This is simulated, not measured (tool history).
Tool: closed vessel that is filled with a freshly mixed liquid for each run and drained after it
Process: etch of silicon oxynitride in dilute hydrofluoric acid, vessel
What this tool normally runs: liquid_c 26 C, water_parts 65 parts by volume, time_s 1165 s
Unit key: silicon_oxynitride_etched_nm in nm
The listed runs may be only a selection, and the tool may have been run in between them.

run,hour,liquid_c,water_parts,time_s,"read-back film thickness of the silicon oxynitride reference wafer, read on the same gauge (nm)",silicon_oxynitride_etched_nm
1,0,26,65,965,89.99,44.82
2,34.4,26,65,965,90,44.42
3,100.3,26,65,965,90,44.36
4,131.1,26,65,645,89.99,29.68
5,163.5,26,65,1165,89.96,53.57
6,205.7,23,65,1165,90,46.18
7,241.4,26,40,1165,90.01,89.29
8,276,26,40,1165,90.01,89.31
9,336.9,26,65,1165,89.99,53.58
10,392,26,65,1165,90.03,53.46
11,433.4,26,65,895,90,40.96
12,465.2,26,65,895,90.01,41.24
# hour 488.9: gauge calibrated
13,502.3,26,65,895,90,40.87
14,540.3,26,65,1165,90.01,53.27
15,583.6,26,65,1165,90.04,53.14
16,608.3,28,85,1165,90.01,43.72
17,665.9,22,55,1165,89.99,52.28
18,719.2,26,65,1165,90.03,52.71
19,763.2,26,65,1655,90,75.82
20,835.1,22,45,1525,90.01,84.25
21,859.6,27.5,65,1165,89.99,57.31
# hour 908.2: thermometer replaced
22,910.4,26,80,1800,89.99,64.66
23,959.7,26,65,1165,90.01,52.05
24,1026.1,29,50,900,90.02,61.02
25,1053.1,26,65,1165,90.01,51.77
# hour 1080.3: hydrofluoric acid flow meter replaced
# hour 1090.6: thermometer replaced, repeated, since the last time left the tool worse
26,1124.9,29,45,585,90,46.64
27,1168,26,45,750,89.99,52.02
28,1223.7,26,80,1165,89.99,44.02
29,1262.5,22,40,975,90,62.67
30,1328.4,26,90,1555,90,51.43
31,1378.7,30.5,85,980,90.03,42.83
32,1427.1,26,35,1165,89.99,104.19

3 options for the next run, each taken on its own from the tool as it stands now. Forecast them:
A,1428.1,26,55,1165,?,?
B,1428.1,24.5,80,855,?,?
C,1428.1,23.5,65,1165,?,?

run,"read-back film thickness of the silicon oxynitride reference wafer, read on the same gauge (nm)",silicon_oxynitride_etched_nm
A,89.99,64.8
B,89.99,29.77
C,89.99,48.19
The same runs, with their run-to-run variation unchanged, on a tool lacking any hidden condition would have given:
run,silicon_oxynitride_etched_nm
A,65.33
B,30.01
C,48.58

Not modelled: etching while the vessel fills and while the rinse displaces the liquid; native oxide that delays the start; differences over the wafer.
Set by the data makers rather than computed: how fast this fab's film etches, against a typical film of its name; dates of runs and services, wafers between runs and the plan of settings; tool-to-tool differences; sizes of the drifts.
